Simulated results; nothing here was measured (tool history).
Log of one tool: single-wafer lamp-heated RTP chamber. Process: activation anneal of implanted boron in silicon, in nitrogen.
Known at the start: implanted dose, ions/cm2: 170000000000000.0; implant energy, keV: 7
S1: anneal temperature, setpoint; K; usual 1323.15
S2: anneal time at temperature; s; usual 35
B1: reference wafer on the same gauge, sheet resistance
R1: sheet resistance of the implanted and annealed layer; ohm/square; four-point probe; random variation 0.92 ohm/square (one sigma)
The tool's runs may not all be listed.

run,hour,S1,S2,B1,R1
1,0.0,1323.15,22,728.15,616.42
2,27.1,1323.15,22,727.96,617.22
3,43.0,1323.15,22,727.81,616.11
4,76.2,1323.15,35,727.05,612.14
5,110.0,1323.15,35,725.42,611.69
6,140.0,1323.15,35,724.16,610.63
7,153.5,1323.15,35,723.71,608.70
# hour 160.1: gauge calibrated
8,167.9,1323.15,35,731.15,616.89
9,184.0,1323.15,35,730.31,616.30
10,218.5,1293.15,50,730.50,615.22
11,248.7,1303.15,35,730.14,618.90
# hour 275.1: reflector plate cleaned
12,283.0,1344.15,35,729.04,609.05
# hour 301.2: pyrometer window cleaned and pyrometer calibrated
13,309.2,1340.15,50,728.76,606.11
14,340.3,1323.15,35,727.86,613.38
15,420.4,1323.15,35,724.19,610.26
# hour 422.0: gauge calibrated
16,522.2,1323.15,35,729.45,614.25
17,538.4,1303.15,27,728.57,618.78
18,554.3,1297.15,21,728.74,621.96

4 ways to go on from here, each from the tool as it stands after run 18. What would each give?
A,554.7,1323.15,35,?,?
B,554.7,1337.15,26,?,?
C,554.7,1345.15,35,?,?
D,554.7,1308.15,35,?,?

run,B1,R1
A,728.39,614.44
B,728.39,615.06
C,728.39,609.56
D,728.39,617.10
Without the tool's hidden state the same runs would have given:
run,R1
A,615.57
B,616.19
C,610.69
D,618.24

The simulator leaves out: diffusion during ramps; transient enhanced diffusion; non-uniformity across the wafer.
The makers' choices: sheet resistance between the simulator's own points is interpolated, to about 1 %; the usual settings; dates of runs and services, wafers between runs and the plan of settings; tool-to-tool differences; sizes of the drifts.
